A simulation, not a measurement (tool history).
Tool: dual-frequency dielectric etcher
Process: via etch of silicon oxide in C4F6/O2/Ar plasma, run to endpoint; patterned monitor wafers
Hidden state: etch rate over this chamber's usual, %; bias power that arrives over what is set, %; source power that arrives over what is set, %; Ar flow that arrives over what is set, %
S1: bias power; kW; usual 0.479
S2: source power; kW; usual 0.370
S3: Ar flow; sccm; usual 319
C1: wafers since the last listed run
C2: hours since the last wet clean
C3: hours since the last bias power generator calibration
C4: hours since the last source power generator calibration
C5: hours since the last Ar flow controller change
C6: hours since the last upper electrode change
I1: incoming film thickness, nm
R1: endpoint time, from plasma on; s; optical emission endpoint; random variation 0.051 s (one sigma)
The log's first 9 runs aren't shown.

run   hour     S1     S2   S3   C1     C2      C3      C4      C5      C6    I1    R1
 10   99.4  0.479  0.370  319  199  379.5  4339.2  2462.4  3715.8  5943.0  78.5  16.2
 11  115.3  0.479  0.350  319  233  395.4  4355.1  2478.3  3731.7  5958.9  78.0  16.5
 12  124.4  0.479  0.350  319  133  404.5  4364.2  2487.4  3740.8  5968.0  78.8  16.7
 13  132.6  0.479  0.350  319  120  412.7  4372.4  2495.6  3749.0  5976.2  78.2  16.4
 14  156.6  0.479  0.330  319  351  436.7  4396.4  2519.6  3773.0  6000.2  77.6  16.5
 15  173.8  0.479  0.330  319  252  453.9  4413.6  2536.8  3790.2  6017.4  78.6  16.7
     178.5  -- source power generator calibrated
 16  186.1  0.479  0.370  319  121  466.2  4425.9     7.6  3802.5  6029.7  78.1  16.2
     219.3  -- wet clean of the chamber
     221.6  -- Ar flow controller replaced
 17  222.1  0.547  0.280  319  142    2.8  4461.9    43.6     0.5  6065.7  78.6  18.3
 18  245.3  0.479  0.370  319  340   26.0  4485.1    66.8    23.7  6088.9  78.5  18.1
     251.8  -- bias power generator calibrated
 19  262.4  0.359  0.370  319  191   43.1    10.6    83.9    40.8  6106.0  78.5  20.4
     292.8  -- upper electrode replaced
     303.6  -- wet clean of the chamber, repeated, since the last time left the tool worse
 20  304.1  0.479  0.370  319  100    0.5    52.3   125.6    82.5    11.3  77.8  16.7
 21  304.5  0.374  0.330  278    5    0.9    52.7   126.0    82.9    11.7  77.3  18.7
 22  304.8  0.479  0.370  265    4    1.2    53.0   126.3    83.2    12.0  78.5  16.6
 23  313.2  0.479  0.370  269  123    9.6    61.4   134.7    91.6    20.4  78.1  16.5
 24  329.5  0.447  0.310  281  238   25.9    77.7   151.0   107.9    36.7  78.6  17.9
 25  337.3  0.552  0.300  296  114   33.7    85.5   158.8   115.7    44.5  77.7  16.3
 26  349.5  0.445  0.370  319  178   45.9    97.7   171.0   127.9    56.7  77.6  17.1
 27  361.5  0.526  0.280  356  175   57.9   109.7   183.0   139.9    68.7  78.0  17.1
 28  372.1  0.479  0.370  319  155   68.5   120.3   193.6   150.5    79.3  78.7  16.8
 29  387.2  0.553  0.450  319  221   83.6   135.4   208.7   165.6    94.4  77.2  14.7
 30  400.6  0.556  0.310  271  196   97.0   148.8   222.1   179.0   107.8  78.1  16.0

3 ways to go on from here, each from the tool as it stands after run 30. What would each give?
  A  401.0  0.479  0.370  319   5  97.4  149.2  222.5  179.4  108.2  78.2   ?
  B  401.0  0.531  0.370  275   5  97.4  149.2  222.5  179.4  108.2  78.2   ?
  C  401.0  0.439  0.370  264   5  97.4  149.2  222.5  179.4  108.2  78.2   ?

run    R1
  A  16.6
  B  15.8
  C  17.0
Without the tool's hidden state the same runs would have given:
run    R1
  A  16.8
  B  15.9
  C  17.2

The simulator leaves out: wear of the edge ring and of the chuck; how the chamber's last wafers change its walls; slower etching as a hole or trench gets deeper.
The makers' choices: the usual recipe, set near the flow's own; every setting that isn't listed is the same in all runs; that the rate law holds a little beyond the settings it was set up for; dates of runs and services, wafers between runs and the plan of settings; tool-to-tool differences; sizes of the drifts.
